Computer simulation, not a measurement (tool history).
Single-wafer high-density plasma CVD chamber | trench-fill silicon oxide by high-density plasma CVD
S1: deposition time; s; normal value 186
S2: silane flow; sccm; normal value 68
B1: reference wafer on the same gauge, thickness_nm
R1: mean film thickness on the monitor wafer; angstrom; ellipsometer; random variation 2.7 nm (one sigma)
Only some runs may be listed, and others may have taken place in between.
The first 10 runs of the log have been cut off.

Run 11, day 4.217: usual settings; B1 1340.548. Result: R1 11638.84 angstrom.
Run 12, day 4.754: usual settings; B1 1340.267. Result: R1 11656.75 angstrom.
Run 13, day 5.421: usual settings but S2 64 sccm; B1 1340.375. Result: R1 10961.54 angstrom.
Run 14, day 7.238: usual settings but S2 64 sccm; B1 1340.241. Result: R1 10926.65 angstrom.
Run 15, day 7.75: usual settings but S2 64 sccm; B1 1340.656. Result: R1 10900.95 angstrom.
Run 16, day 8.179: usual settings; B1 1339.419. Result: R1 11627.26 angstrom.
Run 17, day 8.604: usual settings but S1 212 s, S2 56 sccm; B1 1340.607. Result: R1 10952.95 angstrom.
Run 18, day 8.9: usual settings but S1 173 s, S2 64 sccm; B1 1340.267. Result: R1 10161.77 angstrom.
Run 19, day 9.45: usual settings; B1 1340.328. Result: R1 11601.12 angstrom.
Run 20, day 10.042: usual settings but S1 174 s, S2 57 sccm; B1 1340.567. Result: R1 9079.11 angstrom.
At day 11.633: silane flow controller replaced.
At day 11.825: gauge calibrated.
Run 21, day 12.083: usual settings but S1 218 s, S2 57 sccm; B1 1340.213. Result: R1 12045.36 angstrom.
Run 22, day 12.762: usual settings but S1 211 s, S2 80 sccm; B1 1340.309. Result: R1 16363.96 angstrom.

What does the tool deliver on the next run?
Run 23, day 13.142: usual settings but S1 198 s; B1 ?. Result: R1 ?.

Run 23 yielded B1 1340.841, R1 12995.1 angstrom.
Take away the tool's hidden state, keep the run-to-run variation as it was, and the same run would have given R1 13110.71 angstrom.

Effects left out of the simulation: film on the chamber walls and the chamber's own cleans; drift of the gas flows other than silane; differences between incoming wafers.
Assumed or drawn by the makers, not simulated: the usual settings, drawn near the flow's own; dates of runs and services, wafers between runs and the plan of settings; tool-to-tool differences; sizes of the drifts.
